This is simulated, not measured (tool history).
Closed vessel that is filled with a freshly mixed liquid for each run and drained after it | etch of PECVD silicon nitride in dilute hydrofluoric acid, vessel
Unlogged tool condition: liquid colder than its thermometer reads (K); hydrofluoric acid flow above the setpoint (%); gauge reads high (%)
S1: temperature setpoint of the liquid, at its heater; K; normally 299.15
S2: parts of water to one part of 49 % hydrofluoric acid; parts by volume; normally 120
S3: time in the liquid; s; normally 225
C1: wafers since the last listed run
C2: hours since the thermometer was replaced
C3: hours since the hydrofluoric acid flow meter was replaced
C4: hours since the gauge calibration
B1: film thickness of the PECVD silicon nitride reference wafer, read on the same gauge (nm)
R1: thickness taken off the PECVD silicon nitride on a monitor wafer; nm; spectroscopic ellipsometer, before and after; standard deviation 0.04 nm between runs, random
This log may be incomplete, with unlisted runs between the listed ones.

| run | day | S1 | S2 | S3 | C1 | C2 | C3 | C4 | B1 | R1 |
|---|---|---|---|---|---|---|---|---|---|---|
| 1 | 0.000 | 299.15 | 120 | 225 | 0 | 2297.3 | 1848.2 | 55.9 | 80.000 | 4.733 |
| 2 | 1.075 | 299.15 | 120 | 225 | 2974 | 2323.1 | 1874.0 | 81.7 | 79.997 | 4.761 |
| 3 | 2.383 | 299.15 | 120 | 225 | 3620 | 2354.5 | 1905.4 | 113.1 | 80.001 | 4.689 |
| 4 | 3.696 | 299.15 | 165 | 225 | 3632 | 2386.0 | 1936.9 | 144.6 | 79.994 | 3.386 |
| 5 | 4.483 | 299.15 | 165 | 225 | 2179 | 2404.9 | 1955.8 | 163.5 | 79.997 | 3.419 |
| 6 | 5.242 | 299.15 | 165 | 225 | 2098 | 2423.1 | 1974.0 | 181.7 | 79.994 | 3.419 |
| 7 | 5.750 | 299.15 | 120 | 225 | 1406 | 2435.3 | 1986.2 | 193.9 | 80.000 | 4.681 |
|  | 6.658 | thermometer replaced |
| 8 | 6.725 | 299.15 | 120 | 225 | 2582 | 1.6 | 2009.6 | 217.3 | 79.991 | 4.760 |
| 9 | 7.367 | 302.15 | 120 | 225 | 1775 | 17.0 | 2025.0 | 232.7 | 80.000 | 5.677 |
| 10 | 8.417 | 299.15 | 105 | 225 | 2905 | 42.2 | 2050.2 | 257.9 | 80.002 | 5.357 |
|  | 8.800 | hydrofluoric acid flow meter replaced |
| 11 | 9.017 | 296.15 | 70 | 160 | 1545 | 56.6 | 5.2 | 272.3 | 80.011 | 4.625 |
| 12 | 13.471 | 299.15 | 150 | 175 | 12326 | 163.5 | 112.1 | 379.2 | 79.994 | 2.936 |
| 13 | 14.600 | 299.15 | 120 | 225 | 3124 | 190.6 | 139.2 | 406.3 | 80.016 | 4.714 |
| 14 | 16.012 | 294.65 | 75 | 225 | 3908 | 224.5 | 173.1 | 440.2 | 79.997 | 5.516 |
| 15 | 16.667 | 301.65 | 120 | 225 | 1810 | 240.2 | 188.8 | 455.9 | 79.994 | 5.494 |
| 16 | 18.083 | 299.15 | 120 | 225 | 3920 | 274.2 | 222.8 | 489.9 | 79.998 | 4.722 |
| 17 | 19.129 | 299.15 | 165 | 225 | 2894 | 299.3 | 247.9 | 515.0 | 80.008 | 3.394 |
| 18 | 20.462 | 299.15 | 95 | 225 | 3689 | 331.3 | 279.9 | 547.0 | 80.005 | 5.957 |
| 19 | 21.933 | 297.65 | 160 | 350 | 4070 | 366.6 | 315.2 | 582.3 | 80.020 | 4.917 |
| 20 | 22.712 | 302.15 | 120 | 155 | 2156 | 385.3 | 333.9 | 601.0 | 79.978 | 3.920 |
| 21 | 23.342 | 294.65 | 100 | 105 | 1741 | 400.4 | 349.0 | 616.1 | 79.990 | 1.945 |
| 22 | 24.029 | 299.15 | 120 | 225 | 1902 | 416.9 | 365.5 | 632.6 | 79.994 | 4.661 |
| 23 | 24.929 | 299.15 | 170 | 225 | 2490 | 438.5 | 387.1 | 654.2 | 80.008 | 3.252 |
|  | 25.433 | gauge calibrated |
| 24 | 26.083 | 299.15 | 95 | 110 | 3194 | 466.2 | 414.8 | 15.6 | 80.021 | 2.840 |
| 25 | 30.433 | 294.65 | 100 | 105 | 12038 | 570.6 | 519.2 | 120.0 | 80.004 | 1.948 |
| 26 | 31.550 | 299.15 | 120 | 225 | 3090 | 597.4 | 546.0 | 146.8 | 80.013 | 4.628 |
| 27 | 34.892 | 299.15 | 95 | 270 | 9247 | 677.6 | 626.2 | 227.0 | 79.992 | 7.068 |
| 28 | 35.400 | 302.15 | 120 | 100 | 1406 | 689.8 | 638.4 | 239.2 | 79.999 | 2.491 |
| 29 | 36.000 | 301.65 | 135 | 170 | 1660 | 704.2 | 652.8 | 253.6 | 79.987 | 3.699 |
| 30 | 36.858 | 299.15 | 120 | 290 | 2375 | 724.8 | 673.4 | 274.2 | 80.000 | 6.042 |
| 31 | 38.188 | 299.15 | 120 | 225 | 3678 | 756.7 | 705.3 | 306.1 | 80.001 | 4.619 |
| 32 | 38.842 | 299.15 | 120 | 225 | 1810 | 772.4 | 721.0 | 321.8 | 80.002 | 4.705 |

Alternative continuations, all from the tool just after run 32; predict every row:
| A | 38.871 | 296.15 | 120 | 225 | 80 | 773.1 | 721.7 | 322.5 | ? | ? |
| B | 38.871 | 294.65 | 175 | 225 | 80 | 773.1 | 721.7 | 322.5 | ? | ? |
| C | 38.871 | 296.15 | 180 | 225 | 80 | 773.1 | 721.7 | 322.5 | ? | ? |
| D | 38.871 | 299.15 | 155 | 225 | 80 | 773.1 | 721.7 | 322.5 | ? | ? |

| run | B1 | R1 |
|---|---|---|
| A | 80.000 | 3.848 |
| B | 80.000 | 2.407 |
| C | 80.000 | 2.580 |
| D | 80.000 | 3.624 |
The same runs, with their run-to-run variation unchanged, on a tool lacking any hidden condition would have given:
| run | R1 |
|---|---|
| A | 3.848 |
| B | 2.407 |
| C | 2.580 |
| D | 3.624 |

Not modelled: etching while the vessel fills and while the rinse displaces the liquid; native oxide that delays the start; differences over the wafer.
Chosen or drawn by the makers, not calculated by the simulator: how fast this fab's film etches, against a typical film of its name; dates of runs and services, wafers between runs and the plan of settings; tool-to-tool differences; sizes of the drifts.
